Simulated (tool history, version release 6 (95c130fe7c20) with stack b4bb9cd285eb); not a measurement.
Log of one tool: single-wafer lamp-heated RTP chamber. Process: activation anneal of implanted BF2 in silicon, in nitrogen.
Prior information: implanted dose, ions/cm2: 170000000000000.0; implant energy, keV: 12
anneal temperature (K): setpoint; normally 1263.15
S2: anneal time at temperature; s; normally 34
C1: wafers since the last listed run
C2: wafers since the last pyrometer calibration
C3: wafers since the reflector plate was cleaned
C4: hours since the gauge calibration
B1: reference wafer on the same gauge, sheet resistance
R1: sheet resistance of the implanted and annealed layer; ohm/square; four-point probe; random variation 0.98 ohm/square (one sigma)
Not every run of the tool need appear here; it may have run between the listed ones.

Run 1, hour 0.0: usual settings but S2 46 s; C1 0; C2 4147; C3 2135; C4 1106.8; B1 646.19. Result: R1 642.11 ohm/square.
Run 2, hour 61.1: usual settings but S2 46 s; C1 747; C2 4894; C3 2882; C4 1167.9; B1 646.26. Result: R1 643.62 ohm/square.
Run 3, hour 144.8: usual settings but S2 46 s; C1 1024; C2 5919; C3 3907; C4 1251.6; B1 646.28. Result: R1 640.62 ohm/square.
Run 4, hour 211.1: usual settings; C1 811; C2 6730; C3 4718; C4 1317.9; B1 646.03. Result: R1 646.66 ohm/square.
Run 5, hour 272.0: usual settings; C1 745; C2 7475; C3 5463; C4 1378.8; B1 645.67. Result: R1 645.27 ohm/square.
At hour 290.7: pyrometer window cleaned and pyrometer calibrated.
Run 6, hour 309.6: usual settings; C1 362; C2 230; C3 5825; C4 1416.4; B1 645.81. Result: R1 651.61 ohm/square.
Run 7, hour 392.3: usual settings but anneal temperature (K) 1253.15; C1 1011; C2 1242; C3 6837; C4 1499.1; B1 646.19. Result: R1 652.79 ohm/square.
Run 8, hour 448.8: usual settings but anneal temperature (K) 1253.15; C1 691; C2 1933; C3 7528; C4 1555.6; B1 645.89. Result: R1 653.52 ohm/square.
At hour 493.7: reflector plate cleaned.
Run 9, hour 551.3: usual settings but anneal temperature (K) 1253.15; C1 1156; C2 3090; C3 705; C4 1658.1; B1 645.61. Result: R1 650.94 ohm/square.
Run 10, hour 604.0: usual settings but anneal temperature (K) 1271.15; C1 644; C2 3735; C3 1350; C4 1710.8; B1 645.98. Result: R1 645.38 ohm/square.
Run 11, hour 678.1: usual settings but anneal temperature (K) 1271.15; C1 906; C2 4641; C3 2256; C4 1784.9; B1 646.28. Result: R1 643.82 ohm/square.
Run 12, hour 718.0: usual settings but anneal temperature (K) 1271.15; C1 488; C2 5129; C3 2744; C4 1824.8; B1 646.15. Result: R1 645.22 ohm/square.
Run 13, hour 769.9: usual settings; C1 635; C2 5765; C3 3380; C4 1876.7; B1 646.47. Result: R1 646.31 ohm/square.
Run 14, hour 853.9: usual settings; C1 1027; C2 6792; C3 4407; C4 1960.7; B1 646.23. Result: R1 643.75 ohm/square.
At hour 897.7: pyrometer window cleaned and pyrometer calibrated.
Run 15, hour 948.8: usual settings; C1 1063; C2 625; C3 5471; C4 2055.6; B1 646.32. Result: R1 651.91 ohm/square.
Run 16, hour 1022.1: usual settings but S2 41 s; C1 896; C2 1522; C3 6368; C4 2128.9; B1 646.05. Result: R1 646.48 ohm/square.
At hour 1077.8: gauge calibrated.
Run 17, hour 1122.1: usual settings but anneal temperature (K) 1276.15, S2 16 s; C1 1223; C2 2745; C3 7591; C4 44.3; B1 645.74. Result: R1 655.52 ohm/square.
At hour 1174.0: reflector plate cleaned.
Run 18, hour 1213.7: usual settings; C1 1022; C2 3768; C3 485; C4 135.9; B1 645.91. Result: R1 648.79 ohm/square.
Run 19, hour 1257.6: usual settings; C1 537; C2 4305; C3 1023; C4 179.8; B1 645.64. Result: R1 648.08 ohm/square.
Run 20, hour 1357.8: usual settings but anneal temperature (K) 1283.15, S2 20 s; C1 1226; C2 5531; C3 2249; C4 280.0; B1 646.36. Result: R1 650.96 ohm/square.
Run 21, hour 1429.0: usual settings but anneal temperature (K) 1243.15, S2 25 s; C1 871; C2 6403; C3 3120; C4 351.2; B1 646.04. Result: R1 656.48 ohm/square.
At hour 1483.5: pyrometer window cleaned and pyrometer calibrated.
Run 22, hour 1523.8: usual settings; C1 1062; C2 493; C3 4182; C4 446.0; B1 646.13. Result: R1 649.50 ohm/square.
Run 23, hour 1561.0: usual settings but anneal temperature (K) 1289.15; C1 455; C2 948; C3 4637; C4 483.2; B1 646.24. Result: R1 640.12 ohm/square.
Run 24, hour 1607.3: usual settings but anneal temperature (K) 1253.15; C1 566; C2 1515; C3 5204; C4 529.5; B1 646.23. Result: R1 653.79 ohm/square.
Run 25, hour 1671.5: usual settings but anneal temperature (K) 1280.15, S2 47 s; C1 785; C2 2300; C3 5989; C4 593.7; B1 646.07. Result: R1 636.70 ohm/square.
Run 26, hour 1711.3: usual settings but anneal temperature (K) 1275.15, S2 14 s; C1 486; C2 2787; C3 6476; C4 633.5; B1 645.85. Result: R1 656.29 ohm/square.
Run 27, hour 1779.8: usual settings but anneal temperature (K) 1288.15, S2 43 s; C1 838; C2 3625; C3 7314; C4 702.0; B1 646.08. Result: R1 634.01 ohm/square.
At hour 1847.7: reflector plate cleaned.
Run 28, hour 1883.3: usual settings; C1 1168; C2 4794; C3 435; C4 805.5; B1 645.83. Result: R1 644.76 ohm/square.
Run 29, hour 1955.7: usual settings but S2 46 s; C1 885; C2 5680; C3 1321; C4 877.9; B1 646.14. Result: R1 640.05 ohm/square.
Run 30, hour 2046.4: usual settings but S2 27 s; C1 1109; C2 6789; C3 2431; C4 968.6; B1 645.87. Result: R1 651.20 ohm/square.
Run 31, hour 2153.1: usual settings but anneal temperature (K) 1278.15, S2 26 s; C1 1305; C2 8095; C3 3737; C4 1075.3; B1 645.83. Result: R1 645.03 ohm/square.
At hour 2191.6: pyrometer window cleaned and pyrometer calibrated.
Run 32, hour 2195.3: usual settings but anneal temperature (K) 1274.15, S2 28 s; C1 418; C2 45; C3 4155; C4 1117.5; B1 646.23. Result: R1 647.97 ohm/square.
Run 33, hour 2237.7: usual settings but anneal temperature (K) 1243.15, S2 17 s; C1 518; C2 564; C3 4674; C4 1159.9; B1 646.21. Result: R1 663.23 ohm/square.
Run 34, hour 2344.6: usual settings; C1 1308; C2 1872; C3 5982; C4 1266.8; B1 646.09. Result: R1 648.61 ohm/square.
Run 35, hour 2445.9: usual settings but anneal temperature (K) 1249.15; C1 1239; C2 3111; C3 7221; C4 1368.1; B1 645.81. Result: R1 653.25 ohm/square.
At hour 2553.9: reflector plate cleaned.
Run 36, hour 2554.4: usual settings but anneal temperature (K) 1273.15, S2 45 s; C1 1229; C2 4341; C3 6; C4 1476.6; B1 646.10. Result: R1 635.38 ohm/square.

4 ways to go on from here, each from the tool as it stands after run 36. What would each give?
Run A, hour 2554.8: usual settings but S2 17 s; C1 4; C2 4346; C3 11; C4 1477.0; B1 ?. Result: R1 ?.
Run B, hour 2554.8: usual settings but S2 44 s; C1 4; C2 4346; C3 11; C4 1477.0; B1 ?. Result: R1 ?.
Run C, hour 2554.8: usual settings but anneal temperature (K) 1248.15, S2 39 s; C1 4; C2 4346; C3 11; C4 1477.0; B1 ?. Result: R1 ?.
Run D, hour 2554.8: usual settings but anneal temperature (K) 1279.15, S2 42 s; C1 4; C2 4346; C3 11; C4 1477.0; B1 ?. Result: R1 ?.

run      B1      R1
  A  646.48  655.65
  B  646.48  641.06
  C  646.48  649.33
  D  646.48  635.46
What these runs would have given with no unlogged condition in the tool:
run      R1
  A  657.69
  B  644.69
  C  653.35
  D  638.98
